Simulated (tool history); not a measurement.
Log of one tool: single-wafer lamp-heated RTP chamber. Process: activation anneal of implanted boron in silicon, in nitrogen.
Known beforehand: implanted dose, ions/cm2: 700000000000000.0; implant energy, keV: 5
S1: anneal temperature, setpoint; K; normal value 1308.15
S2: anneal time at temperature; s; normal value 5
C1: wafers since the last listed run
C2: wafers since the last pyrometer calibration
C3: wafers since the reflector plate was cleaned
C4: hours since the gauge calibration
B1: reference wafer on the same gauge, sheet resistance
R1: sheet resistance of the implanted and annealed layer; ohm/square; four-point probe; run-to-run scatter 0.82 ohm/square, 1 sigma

| run | hour | S1 | S2 | C1 | C2 | C3 | C4 | B1 | R1 |
|---|---|---|---|---|---|---|---|---|---|
| 1 | 0.0 | 1308.15 | 5 | 0 | 648 | 7412 | 189.2 | 176.10 | 184.01 |
| 2 | 68.9 | 1308.15 | 5 | 1259 | 1908 | 8671 | 258.1 | 176.00 | 182.69 |
| 3 | 111.2 | 1308.15 | 6 | 773 | 2681 | 9445 | 300.4 | 175.89 | 180.54 |
| 4 | 169.3 | 1308.15 | 5 | 1062 | 3743 | 10507 | 358.5 | 176.16 | 183.21 |
| 5 | 204.7 | 1308.15 | 5 | 647 | 4391 | 11154 | 393.9 | 175.96 | 181.43 |
| 6 | 258.7 | 1308.15 | 5 | 987 | 5378 | 12141 | 447.9 | 175.97 | 181.06 |
| 7 | 316.6 | 1298.15 | 5 | 1058 | 6436 | 13200 | 505.8 | 176.03 | 183.06 |
|  | 354.2 | reflector plate cleaned |
|  | 444.2 | pyrometer window cleaned and pyrometer calibrated |
| 8 | 502.0 | 1308.15 | 5 | 3096 | 1056 | 2556 | 691.2 | 175.98 | 183.32 |
|  | 521.5 | gauge calibrated |
| 9 | 569.4 | 1308.15 | 5 | 1232 | 2288 | 3788 | 47.9 | 175.94 | 182.97 |
| 10 | 610.0 | 1323.15 | 7 | 742 | 3030 | 4530 | 88.5 | 175.90 | 176.07 |
| 11 | 643.0 | 1331.15 | 7 | 603 | 3634 | 5134 | 121.5 | 176.00 | 174.54 |
| 12 | 684.8 | 1296.15 | 3 | 764 | 4398 | 5898 | 163.3 | 176.03 | 188.51 |
| 13 | 715.2 | 1318.15 | 4 | 555 | 4953 | 6453 | 193.7 | 176.00 | 179.85 |
| 14 | 739.9 | 1282.15 | 3 | 451 | 5405 | 6905 | 218.4 | 175.96 | 194.86 |
| 15 | 776.5 | 1299.15 | 3 | 669 | 6074 | 7574 | 255.0 | 176.03 | 188.20 |
| 16 | 819.4 | 1291.15 | 8 | 784 | 6858 | 8358 | 297.9 | 175.89 | 183.85 |
| 17 | 858.8 | 1308.15 | 5 | 720 | 7579 | 9079 | 337.3 | 175.96 | 179.35 |

Consider 4 possible next runs. They are alternatives, not a sequence: every one starts from the tool as it was left by run 17. What does each give?
| A | 859.2 | 1319.15 | 5 | 7 | 7586 | 9086 | 337.7 | ? | ? |
| B | 859.2 | 1287.15 | 7 | 7 | 7586 | 9086 | 337.7 | ? | ? |
| C | 859.2 | 1297.15 | 5 | 7 | 7586 | 9086 | 337.7 | ? | ? |
| D | 859.2 | 1281.15 | 3 | 7 | 7586 | 9086 | 337.7 | ? | ? |

| run | B1 | R1 |
|---|---|---|
| A | 175.94 | 179.23 |
| B | 175.94 | 187.02 |
| C | 175.94 | 186.07 |
| D | 175.94 | 196.26 |
Take away the tool's hidden state, keep each run's random variation, and the runs would have read:
| run | R1 |
|---|---|
| A | 183.31 |
| B | 192.85 |
| C | 191.39 |
| D | 203.02 |
